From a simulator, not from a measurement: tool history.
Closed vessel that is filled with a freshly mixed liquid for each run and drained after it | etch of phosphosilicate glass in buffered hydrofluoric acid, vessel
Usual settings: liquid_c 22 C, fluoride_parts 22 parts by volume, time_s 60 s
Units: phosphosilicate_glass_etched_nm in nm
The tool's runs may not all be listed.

run	day	liquid_c	fluoride_parts	time_s	wafers since the last listed run	hours since the thermometer was replaced	hours since the hydrofluoric acid flow meter was replaced	hours since the gauge calibration	read-back film thickness of the phosphosilicate glass reference wafer, read on the same gauge (nm)	phosphosilicate_glass_etched_nm
1	0	22	22	60	0	1665	956.5	52.2	29.94	170.57
2	0.783	22	22	60	1489	1683.8	975.3	71	30	171.69
3	1.404	22	22	60	1180	1698.7	990.2	85.9	29.97	170.52
4	2.079	22	22	60	1283	1714.9	1006.4	102.1	29.97	171.1
5	2.904	20	22	60	1568	1734.7	1026.2	121.9	29.96	152.66
6	4.246	20	22	60	2551	1766.9	1058.4	154.1	29.99	151.8
7	5.533	24	22	60	2448	1797.8	1089.3	185	29.96	192.56
# day 5.846: thermometer replaced
8	6.925	24	22	60	2567	25.9	1122.7	218.4	30.01	192.59
9	8.112	22	22	60	2258	54.4	1151.2	246.9	30.01	171.42
10	8.679	22	26.5	60	1077	68	1164.8	260.5	29.97	151.8
# day 9.854: gauge calibrated
11	9.938	22	22	60	2392	98.2	1195	2	29.96	173.02
12	11.371	22	22	60	2725	132.6	1229.4	36.4	29.97	171.33
13	12.462	23.5	22	50	2075	158.8	1255.6	62.6	30	155.05
14	13.25	22	30	35	1497	177.7	1274.5	81.5	30.01	81.38
# day 13.475: hydrofluoric acid flow meter replaced
15	14.221	22	17	60	1766	201	17.9	104.8	29.99	208.19
16	15.188	25	22	40	1838	224.2	41.1	128	29.98	130.38
17	16.142	17	30	50	1814	247.1	64	150.9	29.99	84.8
18	17.642	22	25	45	2852	283.1	100	186.9	29.95	114.29
19	18.388	22	22	60	1418	301	117.9	204.8	29.98	166.21

Hidden state at the last listed run before each entry between runs and at the first one after, where it differs:
Between runs 7 and 8: thermometer replaced (day 5.846)
  hydrofluoric acid flow above the setpoint (%): 6.06 -> 6.24
  measured less the result without the state, phosphosilicate_glass_etched_nm: +7.64 -> +7.85 nm
Between runs 10 and 11: gauge calibrated (day 9.854)
  hydrofluoric acid flow above the setpoint (%): 6.46 -> 6.62
  measured less the result without the state, phosphosilicate_glass_etched_nm: +6.42 -> +7.49 nm
Between runs 14 and 15: hydrofluoric acid flow meter replaced (day 13.475)
  hydrofluoric acid flow above the setpoint (%): 7.05 -> 0.928
  measured less the result without the state, phosphosilicate_glass_etched_nm: +3.74 -> +1.88 nm

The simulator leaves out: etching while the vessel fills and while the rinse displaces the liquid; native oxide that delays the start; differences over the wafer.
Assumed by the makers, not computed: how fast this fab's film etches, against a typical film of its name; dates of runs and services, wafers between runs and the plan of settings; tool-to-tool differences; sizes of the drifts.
